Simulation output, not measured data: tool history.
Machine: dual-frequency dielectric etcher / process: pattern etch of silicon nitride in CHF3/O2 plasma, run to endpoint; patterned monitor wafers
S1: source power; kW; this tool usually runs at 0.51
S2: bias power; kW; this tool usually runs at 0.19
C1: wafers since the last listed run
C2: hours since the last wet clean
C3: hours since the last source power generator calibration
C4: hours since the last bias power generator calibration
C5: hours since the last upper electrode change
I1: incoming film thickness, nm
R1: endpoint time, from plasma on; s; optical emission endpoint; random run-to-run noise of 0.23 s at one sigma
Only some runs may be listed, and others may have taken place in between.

{"run": 1, "hour": 0.0, "S1": 0.51, "S2": 0.19, "C1": 0, "C2": 373, "C3": 994.2, "C4": 1788.6, "C5": 3258.2, "I1": 92, "R1": 62.1}
{"hour": 117.0, "done": "wet clean of the chamber"}
{"run": 2, "hour": 117.5, "S1": 0.51, "S2": 0.19, "C1": 1331, "C2": 0.5, "C3": 1111.7, "C4": 1906.1, "C5": 3375.7, "I1": 91.4, "R1": 62.1}
{"run": 3, "hour": 171.1, "S1": 0.51, "S2": 0.19, "C1": 763, "C2": 54.1, "C3": 1165.3, "C4": 1959.7, "C5": 3429.3, "I1": 91, "R1": 61.6}
{"run": 4, "hour": 238.5, "S1": 0.41, "S2": 0.19, "C1": 959, "C2": 121.5, "C3": 1232.7, "C4": 2027.1, "C5": 3496.7, "I1": 91.4, "R1": 68.6}
{"run": 5, "hour": 274.9, "S1": 0.41, "S2": 0.19, "C1": 518, "C2": 157.9, "C3": 1269.1, "C4": 2063.5, "C5": 3533.1, "I1": 91.2, "R1": 68.4}
{"hour": 406.5, "done": "bias power generator calibrated"}
{"run": 6, "hour": 486.8, "S1": 0.41, "S2": 0.19, "C1": 2959, "C2": 369.8, "C3": 1481, "C4": 80.3, "C5": 3745, "I1": 91.6, "R1": 68}
{"run": 7, "hour": 534.4, "S1": 0.51, "S2": 0.19, "C1": 677, "C2": 417.4, "C3": 1528.6, "C4": 127.9, "C5": 3792.6, "I1": 91.2, "R1": 61.9}
{"run": 8, "hour": 582.1, "S1": 0.51, "S2": 0.19, "C1": 679, "C2": 465.1, "C3": 1576.3, "C4": 175.6, "C5": 3840.3, "I1": 90.7, "R1": 61.4}
{"run": 9, "hour": 625.8, "S1": 0.51, "S2": 0.19, "C1": 622, "C2": 508.8, "C3": 1620, "C4": 219.3, "C5": 3884, "I1": 92.3, "R1": 62.7}
{"run": 10, "hour": 676.6, "S1": 0.51, "S2": 0.225, "C1": 723, "C2": 559.6, "C3": 1670.8, "C4": 270.1, "C5": 3934.8, "I1": 92.1, "R1": 59.3}
{"hour": 719.6, "done": "wet clean of the chamber"}
{"hour": 728.5, "done": "upper electrode replaced"}
{"run": 11, "hour": 736.7, "S1": 0.4, "S2": 0.232, "C1": 386, "C2": 17.1, "C3": 1730.9, "C4": 330.2, "C5": 8.2, "I1": 90.5, "R1": 63.9}
{"run": 12, "hour": 790.8, "S1": 0.51, "S2": 0.19, "C1": 770, "C2": 71.2, "C3": 1785, "C4": 384.3, "C5": 62.3, "I1": 90, "R1": 60.9}
{"run": 13, "hour": 819.5, "S1": 0.41, "S2": 0.212, "C1": 408, "C2": 99.9, "C3": 1813.7, "C4": 413, "C5": 91, "I1": 91.7, "R1": 65.6}
{"hour": 918.2, "done": "source power generator calibrated"}
{"run": 14, "hour": 956.0, "S1": 0.45, "S2": 0.175, "C1": 1886, "C2": 236.4, "C3": 37.8, "C4": 549.5, "C5": 227.5, "I1": 90.8, "R1": 66.8}
{"run": 15, "hour": 1023.9, "S1": 0.39, "S2": 0.19, "C1": 966, "C2": 304.3, "C3": 105.7, "C4": 617.4, "C5": 295.4, "I1": 91.5, "R1": 69.4}
{"run": 16, "hour": 1073.7, "S1": 0.57, "S2": 0.19, "C1": 708, "C2": 354.1, "C3": 155.5, "C4": 667.2, "C5": 345.2, "I1": 90.9, "R1": 58.5}
{"run": 17, "hour": 1143.3, "S1": 0.51, "S2": 0.19, "C1": 990, "C2": 423.7, "C3": 225.1, "C4": 736.8, "C5": 414.8, "I1": 91.1, "R1": 61.7}
{"hour": 1217.0, "done": "wet clean of the chamber"}
{"run": 18, "hour": 1243.2, "S1": 0.45, "S2": 0.146, "C1": 1080, "C2": 26.2, "C3": 325, "C4": 836.7, "C5": 514.7, "I1": 91.6, "R1": 71.2}
{"run": 19, "hour": 1269.3, "S1": 0.63, "S2": 0.158, "C1": 371, "C2": 52.3, "C3": 351.1, "C4": 862.8, "C5": 540.8, "I1": 90.4, "R1": 59.1}

The tool's hidden state at each run:
etch rate over this chamber's usual, %: 0 at every run
source power that arrives over what is set, %: 0 at every run
bias power that arrives over what is set, %: 0 at every run

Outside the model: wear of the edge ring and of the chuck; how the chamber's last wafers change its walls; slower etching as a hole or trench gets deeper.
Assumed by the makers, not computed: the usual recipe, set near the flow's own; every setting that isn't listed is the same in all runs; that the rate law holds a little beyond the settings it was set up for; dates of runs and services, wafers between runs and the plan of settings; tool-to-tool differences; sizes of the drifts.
